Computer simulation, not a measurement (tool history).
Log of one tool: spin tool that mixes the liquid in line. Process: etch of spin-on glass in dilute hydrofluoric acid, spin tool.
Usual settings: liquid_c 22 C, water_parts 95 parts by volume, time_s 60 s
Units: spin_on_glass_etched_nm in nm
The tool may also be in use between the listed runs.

run	hour	liquid_c	water_parts	time_s	read-back film thickness of the spin-on glass reference wafer, read on the same gauge (nm)	spin_on_glass_etched_nm
1	0	22	105	60	30	16.89
# hour 4.3: hydrofluoric acid flow meter replaced
2	36.5	22	105	60	29.97	17.71
3	109.7	22	95	60	30.03	19.69
4	148.9	22	95	60	30.01	19.78
5	188.4	22	95	60	30	19.92
6	284.2	22	115	60	30.01	15.91
7	558.1	22	115	60	29.98	15.63
8	629.8	22	115	60	30.02	15.98
9	667.7	22	95	60	30.03	19.52
10	772.6	22	95	60	30	19.45
11	875.6	22	75	60	30.01	25.51
12	938.9	22	95	60	29.99	19.52
# hour 949.9: hydrofluoric acid flow meter replaced
13	1007.3	22	95	60	29.99	20.4
14	1055	22	105	60	29.99	18.41
# hour 1080.7: thermometer replaced
15	1107.4	22	105	60	30.01	16.51
16	1172.4	20	55	60	29.98	31.05
17	1231.2	24	125	25	29.99	6.13
18	1316.4	19	75	35	29.98	12.33
# hour 1612.1: gauge calibrated
19	1613.6	22	105	60	29.99	16.53
20	1694.2	24.5	115	35	30.02	9.5
21	1758.7	22	120	60	29.99	14.24
22	1798.9	22	125	60	30	13.42
23	1844.6	19	95	60	30.01	16.25
24	1920.6	18	115	50	30.01	10.46
25	2024.1	17.5	80	85	30	25.98
# hour 2068.2: hydrofluoric acid flow meter replaced
26	2115.2	22	95	60	30	19.11
27	2219.1	18.5	95	60	29.99	16.52

4 ways to go on from here, each from the tool as it stands after run 27. What would each give?
A	2219.5	22	95	60	?	?
B	2219.5	22	135	60	?	?
C	2219.5	19.5	95	60	?	?
D	2219.5	26.5	135	75	?	?

run	read-back film thickness of the spin-on glass reference wafer, read on the same gauge (nm)	spin_on_glass_etched_nm
A	29.98	19.27
B	29.98	12.92
C	29.98	17.41
D	29.98	19.17
Without the tool's hidden state the same runs would have given:
run	spin_on_glass_etched_nm
A	18.77
B	12.61
C	16.94
D	18.75
